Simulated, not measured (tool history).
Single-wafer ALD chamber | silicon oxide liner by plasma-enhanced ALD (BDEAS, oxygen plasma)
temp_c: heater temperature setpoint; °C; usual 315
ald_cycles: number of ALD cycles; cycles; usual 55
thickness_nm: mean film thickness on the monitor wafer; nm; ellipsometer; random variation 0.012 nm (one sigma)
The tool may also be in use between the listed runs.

| run | hour | temp_c | ald_cycles | wafers since the last listed run | hours since the last thermocouple change | hours since the gauge calibration | read-back reference wafer on the same gauge, thickness_nm | thickness_nm |
|---|---|---|---|---|---|---|---|---|
| 1 | 0 | 315 | 55 | 0 | 268.5 | 1670.7 | 5.53 | 4.813 |
| 2 | 44.1 | 315 | 55 | 367 | 312.6 | 1714.8 | 5.531 | 4.84 |
| 3 | 80.3 | 315 | 55 | 302 | 348.8 | 1751 | 5.528 | 4.831 |
| 4 | 124.3 | 315 | 55 | 367 | 392.8 | 1795 | 5.528 | 4.818 |
| 5 | 160.6 | 315 | 55 | 302 | 429.1 | 1831.3 | 5.53 | 4.829 |
| 6 | 186.9 | 321 | 55 | 219 | 455.4 | 1857.6 | 5.531 | 4.775 |
| 7 | 278.9 | 321 | 55 | 767 | 547.4 | 1949.6 | 5.531 | 4.789 |
| 8 | 316 | 315 | 55 | 309 | 584.5 | 1986.7 | 5.53 | 4.826 |
| 9 | 385 | 315 | 55 | 575 | 653.5 | 2055.7 | 5.529 | 4.845 |
| 10 | 410.4 | 315 | 55 | 211 | 678.9 | 2081.1 | 5.532 | 4.831 |
| 11 | 461.3 | 315 | 55 | 424 | 729.8 | 2132 | 5.529 | 4.818 |
| 12 | 489.5 | 315 | 55 | 235 | 758 | 2160.2 | 5.529 | 4.825 |
| 13 | 549.4 | 315 | 55 | 499 | 817.9 | 2220.1 | 5.531 | 4.829 |
| 14 | 585.6 | 315 | 55 | 302 | 854.1 | 2256.3 | 5.528 | 4.853 |
| 15 | 639.6 | 315 | 55 | 450 | 908.1 | 2310.3 | 5.528 | 4.826 |
| 16 | 680.8 | 315 | 55 | 343 | 949.3 | 2351.5 | 5.531 | 4.838 |
| 17 | 833 | 315 | 55 | 1269 | 1101.5 | 2503.7 | 5.529 | 4.847 |
| 18 | 896.3 | 315 | 55 | 528 | 1164.8 | 2567 | 5.529 | 4.853 |
| 19 | 929.6 | 315 | 55 | 277 | 1198.1 | 2600.3 | 5.532 | 4.843 |
| 20 | 963.5 | 315 | 48 | 282 | 1232 | 2634.2 | 5.527 | 4.221 |
| 21 | 1013 | 319 | 60 | 412 | 1281.5 | 2683.7 | 5.529 | 5.227 |
| 22 | 1062.3 | 315 | 55 | 411 | 1330.8 | 2733 | 5.531 | 4.851 |
|  | 1089.7 | gauge calibrated |
| 23 | 1120.3 | 309 | 47 | 483 | 1388.8 | 30.6 | 5.528 | 4.177 |
| 24 | 1183.5 | 315 | 48 | 527 | 1452 | 93.8 | 5.528 | 4.216 |
| 25 | 1241.2 | 330 | 64 | 481 | 1509.7 | 151.5 | 5.528 | 5.502 |
| 26 | 1311.1 | 324 | 65 | 583 | 1579.6 | 221.4 | 5.53 | 5.642 |
| 27 | 1359.2 | 319 | 46 | 401 | 1627.7 | 269.5 | 5.532 | 4.035 |
| 28 | 1386.5 | 315 | 48 | 227 | 1655 | 296.8 | 5.531 | 4.237 |
| 29 | 1586 | 315 | 55 | 1664 | 1854.5 | 496.3 | 5.53 | 4.865 |
| 30 | 1648.4 | 315 | 55 | 520 | 1916.9 | 558.7 | 5.533 | 4.881 |
|  | 1676.5 | thermocouple changed; heater temperature recalibrated |
| 31 | 1715.1 | 328 | 60 | 489 | 38.6 | 625.4 | 5.534 | 5.136 |
| 32 | 1754.9 | 302 | 55 | 332 | 78.4 | 665.2 | 5.529 | 4.903 |
| 33 | 1945.5 | 319 | 55 | 1590 | 269 | 855.8 | 5.527 | 4.796 |
| 34 | 2006.1 | 315 | 55 | 505 | 329.6 | 916.4 | 5.532 | 4.823 |
| 35 | 2075.4 | 326 | 49 | 578 | 398.9 | 985.7 | 5.529 | 4.219 |
| 36 | 2122.7 | 304 | 64 | 394 | 446.2 | 1033 | 5.529 | 5.727 |

The same runs without the tool's hidden state, with the same run-to-run variation:
The hidden state here: wafer temperature above the value expected at the setpoint (K); gauge reads high (%).
| run | thickness_nm |
|---|---|
| 1 | 4.806 |
| 2 | 4.832 |
| 3 | 4.821 |
| 4 | 4.807 |
| 5 | 4.818 |
| 6 | 4.763 |
| 7 | 4.774 |
| 8 | 4.811 |
| 9 | 4.827 |
| 10 | 4.813 |
| 11 | 4.799 |
| 12 | 4.805 |
| 13 | 4.808 |
| 14 | 4.831 |
| 15 | 4.803 |
| 16 | 4.813 |
| 17 | 4.819 |
| 18 | 4.823 |
| 19 | 4.812 |
| 20 | 4.193 |
| 21 | 5.191 |
| 22 | 4.817 |
| 23 | 4.147 |
| 24 | 4.183 |
| 25 | 5.457 |
| 26 | 5.594 |
| 27 | 4 |
| 28 | 4.2 |
| 29 | 4.818 |
| 30 | 4.832 |
| 31 | 5.14 |
| 32 | 4.906 |
| 33 | 4.794 |
| 34 | 4.82 |
| 35 | 4.214 |
| 36 | 5.719 |
